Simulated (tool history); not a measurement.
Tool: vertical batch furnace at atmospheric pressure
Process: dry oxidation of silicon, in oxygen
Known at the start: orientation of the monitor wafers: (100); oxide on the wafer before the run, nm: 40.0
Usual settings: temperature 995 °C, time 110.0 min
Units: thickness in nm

| run | hour | temperature | time | wafers since the last listed run | hours since the last temperature calibration | hours since the boat lift was adjusted | hours since the gauge calibration | read-back reference wafer on the same gauge, thickness | thickness |
|---|---|---|---|---|---|---|---|---|---|
| 1 | 0.0 | 980 | 110.0 | 0 | 765.4 | 1470.4 | 581.7 | 104.11 | 81.86 |
| 2 | 37.6 | 980 | 110.0 | 314 | 803.0 | 1508.0 | 619.3 | 104.19 | 81.76 |
| 3 | 91.8 | 980 | 110.0 | 453 | 857.2 | 1562.2 | 673.5 | 104.14 | 81.91 |
| 4 | 160.5 | 995 | 110.0 | 574 | 925.9 | 1630.9 | 742.2 | 104.12 | 89.23 |
| 5 | 219.8 | 995 | 110.0 | 495 | 985.2 | 1690.2 | 801.5 | 104.08 | 89.48 |
| 6 | 284.0 | 995 | 110.0 | 536 | 1049.4 | 1754.4 | 865.7 | 104.04 | 89.14 |
| 7 | 313.9 | 986 | 110.0 | 250 | 1079.3 | 1784.3 | 895.6 | 104.18 | 84.67 |
| 8 | 384.3 | 986 | 110.0 | 588 | 1149.7 | 1854.7 | 966.0 | 104.19 | 84.66 |
| 9 | 429.1 | 990 | 110.0 | 374 | 1194.5 | 1899.5 | 1010.8 | 104.11 | 86.94 |
| 10 | 499.7 | 990 | 110.0 | 590 | 1265.1 | 1970.1 | 1081.4 | 104.18 | 86.69 |
| 11 | 559.1 | 990 | 110.0 | 496 | 1324.5 | 2029.5 | 1140.8 | 104.11 | 87.41 |
|  | 605.1 | boat lift adjusted |
| 12 | 616.4 | 995 | 123.0 | 278 | 1381.8 | 11.3 | 1198.1 | 104.08 | 94.63 |
| 13 | 667.8 | 995 | 123.0 | 429 | 1433.2 | 62.7 | 1249.5 | 104.12 | 94.48 |
|  | 751.3 | thermocouples replaced and temperature profile calibrated |
| 14 | 751.8 | 995 | 110.0 | 501 | 0.5 | 146.7 | 1333.5 | 104.08 | 90.45 |
| 15 | 905.1 | 982 | 163.0 | 1281 | 153.8 | 300.0 | 1486.8 | 104.08 | 101.94 |
|  | 927.7 | gauge calibrated |
| 16 | 929.3 | 995 | 123.0 | 202 | 178.0 | 324.2 | 1.6 | 104.18 | 95.19 |
| 17 | 995.3 | 995 | 110.0 | 551 | 244.0 | 390.2 | 67.6 | 104.10 | 90.25 |
|  | 1030.4 | thermocouples replaced and temperature profile calibrated, repeated, since the last time left the tool worse |
| 18 | 1056.9 | 1006 | 130.0 | 314 | 26.5 | 451.8 | 129.2 | 103.98 | 103.84 |
| 19 | 1110.0 | 973 | 153.5 | 444 | 79.6 | 504.9 | 182.3 | 104.07 | 93.40 |
| 20 | 1168.0 | 995 | 67.5 | 484 | 137.6 | 562.9 | 240.3 | 104.06 | 71.57 |
| 21 | 1229.3 | 995 | 110.0 | 512 | 198.9 | 624.2 | 301.6 | 104.06 | 88.73 |
| 22 | 1264.8 | 995 | 91.5 | 296 | 234.4 | 659.7 | 337.1 | 104.11 | 81.90 |
| 23 | 1320.4 | 982 | 82.0 | 464 | 290.0 | 715.3 | 392.7 | 104.18 | 72.54 |
| 24 | 1347.8 | 995 | 110.0 | 229 | 317.4 | 742.7 | 420.1 | 104.04 | 88.89 |
| 25 | 1389.0 | 1009 | 127.0 | 344 | 358.6 | 783.9 | 461.3 | 104.05 | 104.88 |
| 26 | 1458.0 | 976 | 93.5 | 576 | 427.6 | 852.9 | 530.3 | 104.07 | 75.11 |
| 27 | 1492.9 | 995 | 110.0 | 291 | 462.5 | 887.8 | 565.2 | 104.07 | 89.02 |
| 28 | 1535.5 | 1007 | 110.0 | 356 | 505.1 | 930.4 | 607.8 | 104.18 | 95.77 |
| 29 | 1596.6 | 1016 | 159.5 | 510 | 566.2 | 991.5 | 668.9 | 104.10 | 124.66 |

Some steps in thickness between neighbouring runs. How much of each would the tool show without its hidden state too (settings, what came in, random variation), and how much is left for the hidden state, with any gauge scatter that isn't in both results?
The hidden state here: true tube temperature minus thermocouple reading, K; monitor wafer colder than the profiled boat position, K; gauge reads high (%).
Run 13 -> 14: time 123.0 -> 110.0, thermocouples replaced and temperature profile calibrated. thickness -4.03 nm: hidden state +0.61, all else -4.64.
Run 17 -> 18: temperature 995 -> 1006, time 110.0 -> 130.0, thermocouples replaced and temperature profile calibrated, repeated, since the last time left the tool worse. thickness +13.59 nm: hidden state -1.32, all else +14.91.
Run 25 -> 26: temperature 1009 -> 976, time 127.0 -> 93.5. thickness -29.77 nm: hidden state -0.10, all else -29.67.
Run 28 -> 29: temperature 1007 -> 1016, time 110.0 -> 159.5. thickness +28.89 nm: hidden state +0.12, all else +28.77.

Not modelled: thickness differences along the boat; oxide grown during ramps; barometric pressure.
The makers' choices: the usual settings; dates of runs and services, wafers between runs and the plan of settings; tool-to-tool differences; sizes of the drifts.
